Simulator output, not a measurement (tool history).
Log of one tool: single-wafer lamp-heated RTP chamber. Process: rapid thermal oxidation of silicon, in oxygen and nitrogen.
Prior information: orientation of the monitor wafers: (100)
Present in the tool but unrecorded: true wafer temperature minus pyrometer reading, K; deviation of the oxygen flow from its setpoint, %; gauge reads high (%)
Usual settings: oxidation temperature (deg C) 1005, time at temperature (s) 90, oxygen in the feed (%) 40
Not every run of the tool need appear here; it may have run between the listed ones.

run	hour	oxidation temperature (deg C)	time at temperature (s)	oxygen in the feed (%)	wafers since the last listed run	wafers since the last pyrometer calibration	hours since the oxygen flow controller was replaced	hours since the gauge calibration	read-back reference wafer on the same gauge, thickness	oxide thickness on the monitor wafer (Å)
1	0.0	1005	90	40	0	2513	3735.2	1805.3	5.465	50.20
2	56.2	1005	90	40	564	3078	3791.4	1861.5	5.471	50.43
3	116.6	1005	90	40	606	3684	3851.8	1921.9	5.472	50.32
4	184.8	1005	90	40	684	4369	3920.0	1990.1	5.469	50.14
# hour 224.7: pyrometer window cleaned and pyrometer calibrated
5	504.7	1005	90	40	3132	2812	4239.9	2310.0	5.469	50.15
6	548.2	1005	90	40	436	3249	4283.4	2353.5	5.464	50.21
7	596.1	1005	90	40	481	3730	4331.3	2401.4	5.469	50.44
8	686.7	1005	90	40	909	4640	4421.9	2492.0	5.467	50.14
# hour 723.3: pyrometer window cleaned and pyrometer calibrated
9	777.7	1005	90	40	833	546	4512.9	2583.0	5.465	50.05
10	840.6	1023	90	40	631	1177	4575.8	2645.9	5.470	56.77
11	914.7	1023	90	40	744	1922	4649.9	2720.0	5.474	56.95
12	951.9	1023	90	40	373	2295	4687.1	2757.2	5.469	56.70
# hour 978.2: gauge calibrated
# hour 983.3: oxygen flow controller replaced
13	1026.0	1005	90	40	663	2959	42.7	47.8	5.464	50.14
14	1133.4	1005	90	40	1078	4038	150.1	155.2	5.471	50.04
# hour 1153.4: pyrometer window cleaned and pyrometer calibrated
15	1234.7	975	53	40	937	817	251.4	256.5	5.469	33.18
16	1316.5	994	104	40	821	1638	333.2	338.3	5.473	49.32
17	1362.0	1005	114	28	456	2095	378.7	383.8	5.469	49.34
18	1448.1	1005	90	40	864	2960	464.8	469.9	5.470	50.22
19	1532.8	1005	106	40	850	3810	549.5	554.6	5.473	54.11
20	1579.1	1028	47	20	465	4275	595.8	600.9	5.468	35.65
# hour 1603.2: pyrometer window cleaned and pyrometer calibrated
21	1674.4	979	48	40	876	715	691.1	696.2	5.472	32.59
22	1724.5	1029	90	40	503	1218	741.2	746.3	5.473	59.23
23	1782.0	1005	52	40	577	1795	798.7	803.8	5.469	39.75
24	1842.9	1005	90	40	611	2407	859.6	864.7	5.470	50.21

What does the tool deliver on the next run?
25	1917.7	1005	90	40	751	3158	934.4	939.5	?	?

read-back reference wafer on the same gauge, thickness: 5.473
oxide thickness on the monitor wafer (Å): 50.38
Had the tool carried no hidden state, the very same run would have given oxide thickness on the monitor wafer (Å) 50.38.
